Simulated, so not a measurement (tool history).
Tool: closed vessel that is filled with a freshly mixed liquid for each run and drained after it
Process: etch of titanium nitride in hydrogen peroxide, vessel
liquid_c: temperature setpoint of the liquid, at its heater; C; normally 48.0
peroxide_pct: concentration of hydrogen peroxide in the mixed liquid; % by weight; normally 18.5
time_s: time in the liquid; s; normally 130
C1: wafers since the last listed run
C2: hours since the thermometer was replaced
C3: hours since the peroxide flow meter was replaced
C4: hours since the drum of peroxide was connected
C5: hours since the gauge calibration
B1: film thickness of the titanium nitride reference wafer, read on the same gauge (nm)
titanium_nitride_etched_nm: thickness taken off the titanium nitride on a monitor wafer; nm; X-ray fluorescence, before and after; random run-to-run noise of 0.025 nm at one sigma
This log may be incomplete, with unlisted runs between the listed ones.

Run 1, hour 0.0: usual settings; C1 0; C2 786.6; C3 543.0; C4 639.6; C5 665.3; B1 79.99. Result: titanium_nitride_etched_nm 6.14 nm.
Run 2, hour 55.6: usual settings; C1 6132; C2 842.2; C3 598.6; C4 695.2; C5 720.9; B1 79.97. Result: titanium_nitride_etched_nm 6.08 nm.
Run 3, hour 87.7: usual settings; C1 3540; C2 874.3; C3 630.7; C4 727.3; C5 753.0; B1 79.98. Result: titanium_nitride_etched_nm 6.13 nm.
Run 4, hour 127.1: usual settings; C1 4345; C2 913.7; C3 670.1; C4 766.7; C5 792.4; B1 80.01. Result: titanium_nitride_etched_nm 6.14 nm.
Run 5, hour 169.3: usual settings; C1 4654; C2 955.9; C3 712.3; C4 808.9; C5 834.6; B1 80.00. Result: titanium_nitride_etched_nm 6.16 nm.
At hour 178.4: gauge calibrated.
At hour 196.3: peroxide flow meter replaced.
Run 6, hour 232.1: usual settings; C1 6816; C2 1018.7; C3 35.8; C4 871.7; C5 53.7; B1 79.98. Result: titanium_nitride_etched_nm 6.14 nm.
Run 7, hour 299.4: usual settings but time_s 85 s; C1 7423; C2 1086.0; C3 103.1; C4 939.0; C5 121.0; B1 80.02. Result: titanium_nitride_etched_nm 4.02 nm.
Run 8, hour 343.9: usual settings but time_s 85 s; C1 4908; C2 1130.5; C3 147.6; C4 983.5; C5 165.5; B1 80.00. Result: titanium_nitride_etched_nm 4.04 nm.
Run 9, hour 368.3: usual settings; C1 2691; C2 1154.9; C3 172.0; C4 1007.9; C5 189.9; B1 79.97. Result: titanium_nitride_etched_nm 6.21 nm.
Run 10, hour 424.4: usual settings; C1 6187; C2 1211.0; C3 228.1; C4 1064.0; C5 246.0; B1 79.95. Result: titanium_nitride_etched_nm 6.19 nm.
Run 11, hour 480.9: usual settings; C1 6231; C2 1267.5; C3 284.6; C4 1120.5; C5 302.5; B1 79.96. Result: titanium_nitride_etched_nm 6.22 nm.
At hour 506.0: new drum of peroxide connected.
Run 12, hour 506.5: usual settings; C1 2713; C2 1293.1; C3 310.2; C4 0.5; C5 328.1; B1 80.01. Result: titanium_nitride_etched_nm 6.25 nm.
Run 13, hour 567.0: usual settings; C1 6673; C2 1353.6; C3 370.7; C4 61.0; C5 388.6; B1 80.03. Result: titanium_nitride_etched_nm 6.27 nm.
At hour 611.5: thermometer replaced.
Run 14, hour 628.2: usual settings but liquid_c 41.0 C, peroxide_pct 17.0 % by weight, time_s 160 s; C1 6639; C2 16.7; C3 431.9; C4 122.2; C5 449.8; B1 80.00. Result: titanium_nitride_etched_nm 4.26 nm.
Run 15, hour 711.2: usual settings; C1 9154; C2 99.7; C3 514.9; C4 205.2; C5 532.8; B1 79.98. Result: titanium_nitride_etched_nm 5.99 nm.
Run 16, hour 775.8: usual settings; C1 7125; C2 164.3; C3 579.5; C4 269.8; C5 597.4; B1 80.05. Result: titanium_nitride_etched_nm 5.98 nm.
Run 17, hour 807.1: usual settings but liquid_c 41.0 C, peroxide_pct 14.5 % by weight, time_s 80 s; C1 3452; C2 195.6; C3 610.8; C4 301.1; C5 628.7; B1 79.99. Result: titanium_nitride_etched_nm 2.06 nm.
Run 18, hour 930.3: usual settings but liquid_c 55.0 C, peroxide_pct 21.0 % by weight, time_s 170 s; C1 13588; C2 318.8; C3 734.0; C4 424.3; C5 751.9; B1 80.00. Result: titanium_nitride_etched_nm 13.31 nm.
At hour 939.9: gauge calibrated.
At hour 955.9: peroxide flow meter replaced.
Run 19, hour 961.6: usual settings but time_s 75 s; C1 3342; C2 350.1; C3 5.7; C4 455.6; C5 21.7; B1 79.99. Result: titanium_nitride_etched_nm 3.48 nm.
Run 20, hour 1029.0: usual settings but peroxide_pct 21.5 % by weight, time_s 190 s; C1 7434; C2 417.5; C3 73.1; C4 523.0; C5 89.1; B1 79.98. Result: titanium_nitride_etched_nm 9.07 nm.
Run 21, hour 1087.8: usual settings; C1 6485; C2 476.3; C3 131.9; C4 581.8; C5 147.9; B1 80.00. Result: titanium_nitride_etched_nm 6.04 nm.
Run 22, hour 1113.5: usual settings but time_s 190 s; C1 2834; C2 502.0; C3 157.6; C4 607.5; C5 173.6; B1 80.01. Result: titanium_nitride_etched_nm 8.75 nm.
Run 23, hour 1183.9: usual settings but time_s 170 s; C1 7765; C2 572.4; C3 228.0; C4 677.9; C5 244.0; B1 79.96. Result: titanium_nitride_etched_nm 7.95 nm.
Run 24, hour 1351.2: usual settings but liquid_c 41.0 C, peroxide_pct 17.0 % by weight, time_s 160 s; C1 18452; C2 739.7; C3 395.3; C4 845.2; C5 411.3; B1 80.03. Result: titanium_nitride_etched_nm 4.39 nm.

5 ways to go on from here, each from the tool as it stands after run 24. What would each give?
Run A, hour 1351.9: usual settings but liquid_c 57.0 C; C1 77; C2 740.4; C3 396.0; C4 845.9; C5 412.0; B1 ?. Result: titanium_nitride_etched_nm ?.
Run B, hour 1351.9: usual settings but liquid_c 54.5 C, peroxide_pct 14.5 % by weight, time_s 90 s; C1 77; C2 740.4; C3 396.0; C4 845.9; C5 412.0; B1 ?. Result: titanium_nitride_etched_nm ?.
Run C, hour 1351.9: usual settings but liquid_c 45.0 C, peroxide_pct 21.5 % by weight, time_s 175 s; C1 77; C2 740.4; C3 396.0; C4 845.9; C5 412.0; B1 ?. Result: titanium_nitride_etched_nm ?.
Run D, hour 1351.9: usual settings but liquid_c 56.5 C, time_s 190 s; C1 77; C2 740.4; C3 396.0; C4 845.9; C5 412.0; B1 ?. Result: titanium_nitride_etched_nm ?.
Run E, hour 1351.9: usual settings but liquid_c 50.5 C, time_s 190 s; C1 77; C2 740.4; C3 396.0; C4 845.9; C5 412.0; B1 ?. Result: titanium_nitride_etched_nm ?.

run     B1  titanium_nitride_etched_nm
  A  79.97                       11.57
  B  79.97                        6.39
  C  79.97                        6.81
  D  79.97                       16.34
  E  79.97                       10.70
Without the tool's hidden state the same runs would have given:
run  titanium_nitride_etched_nm
  A                       11.18
  B                        6.18
  C                        6.57
  D                       15.79
  E                       10.33
